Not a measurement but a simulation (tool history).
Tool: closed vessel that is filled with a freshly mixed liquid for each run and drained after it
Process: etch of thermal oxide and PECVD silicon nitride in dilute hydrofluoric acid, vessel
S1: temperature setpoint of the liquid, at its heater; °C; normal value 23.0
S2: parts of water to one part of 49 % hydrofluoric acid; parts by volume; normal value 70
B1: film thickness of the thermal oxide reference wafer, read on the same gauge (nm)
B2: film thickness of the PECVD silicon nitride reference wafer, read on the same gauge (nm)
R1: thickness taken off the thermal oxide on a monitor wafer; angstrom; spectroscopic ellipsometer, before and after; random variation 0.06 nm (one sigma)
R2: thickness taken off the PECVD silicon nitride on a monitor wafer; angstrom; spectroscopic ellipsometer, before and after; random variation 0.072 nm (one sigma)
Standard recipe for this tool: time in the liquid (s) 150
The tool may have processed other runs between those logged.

run 1 hour=0.0 | S1=24.0 S2=70 time_in_the_liquid_(s)=150 | B1=70.02 B2=110.02 | R1=101.1 R2=111.7
run 2 hour=37.6 | S1=24.0 S2=70 time_in_the_liquid_(s)=150 | B1=69.99 B2=110.00 | R1=101.7 R2=111.6
run 3 hour=73.9 | S1=20.0 S2=70 time_in_the_liquid_(s)=150 | B1=70.02 B2=109.98 | R1=86.6 R2=86.4
run 4 hour=116.9 | S1=20.0 S2=70 time_in_the_liquid_(s)=150 | B1=69.97 B2=110.00 | R1=86.5 R2=87.4
run 5 hour=180.4 | S1=20.0 S2=70 time_in_the_liquid_(s)=150 | B1=69.99 B2=110.00 | R1=87.6 R2=87.1
-- hour=188.8 gauge calibrated
-- hour=196.4 thermometer replaced
run 6 hour=266.5 | S1=23.0 S2=70 time_in_the_liquid_(s)=150 | B1=69.97 B2=110.02 | R1=94.2 R2=101.3
run 7 hour=304.6 | S1=23.0 S2=70 time_in_the_liquid_(s)=150 | B1=70.01 B2=110.00 | R1=94.1 R2=101.3
-- hour=347.0 hydrofluoric acid flow meter replaced
run 8 hour=356.8 | S1=24.5 S2=40 time_in_the_liquid_(s)=120 | B1=70.02 B2=110.02 | R1=162.6 R2=170.3
run 9 hour=411.3 | S1=24.5 S2=95 time_in_the_liquid_(s)=75 | B1=69.98 B2=110.02 | R1=39.7 R2=45.6
run 10 hour=445.7 | S1=23.0 S2=85 time_in_the_liquid_(s)=150 | B1=69.97 B2=109.99 | R1=85.0 R2=91.7
run 11 hour=473.5 | S1=26.0 S2=60 time_in_the_liquid_(s)=65 | B1=69.99 B2=109.99 | R1=60.3 R2=69.2
run 12 hour=497.9 | S1=18.5 S2=70 time_in_the_liquid_(s)=150 | B1=70.01 B2=109.99 | R1=88.8 R2=84.1
run 13 hour=555.0 | S1=23.0 S2=70 time_in_the_liquid_(s)=150 | B1=69.99 B2=110.01 | R1=107.2 R2=112.6
-- hour=590.9 gauge calibrated
run 14 hour=615.7 | S1=21.0 S2=50 time_in_the_liquid_(s)=125 | B1=69.99 B2=109.98 | R1=116.7 R2=116.5

What if the next run were any one of these 4? Each begins from the tool's condition after run 14:
run A hour=616.4 | S1=23.0 S2=70 time_in_the_liquid_(s)=60 | B1=? B2=? | R1=? R2=?
run B hour=616.4 | S1=20.0 S2=85 time_in_the_liquid_(s)=205 | B1=? B2=? | R1=? R2=?
run C hour=616.4 | S1=23.0 S2=40 time_in_the_liquid_(s)=150 | B1=? B2=? | R1=? R2=?
run D hour=616.4 | S1=21.5 S2=60 time_in_the_liquid_(s)=120 | B1=? B2=? | R1=? R2=?

run=A B1=69.99 B2=109.97 R1=42.6 R2=45.3
run=B B1=69.99 B2=109.97 R1=104.1 R2=104.6
run=C B1=69.99 B2=109.97 R1=194.1 R2=196.1
run=D B1=69.99 B2=109.97 R1=94.8 R2=95.4
Stripped of hidden state, with their random variation kept, the same runs would have yielded:
run=A R1=41.1 R2=42.0
run=B R1=100.4 R2=96.9
run=C R1=187.0 R2=181.7
run=D R1=91.3 R2=88.3

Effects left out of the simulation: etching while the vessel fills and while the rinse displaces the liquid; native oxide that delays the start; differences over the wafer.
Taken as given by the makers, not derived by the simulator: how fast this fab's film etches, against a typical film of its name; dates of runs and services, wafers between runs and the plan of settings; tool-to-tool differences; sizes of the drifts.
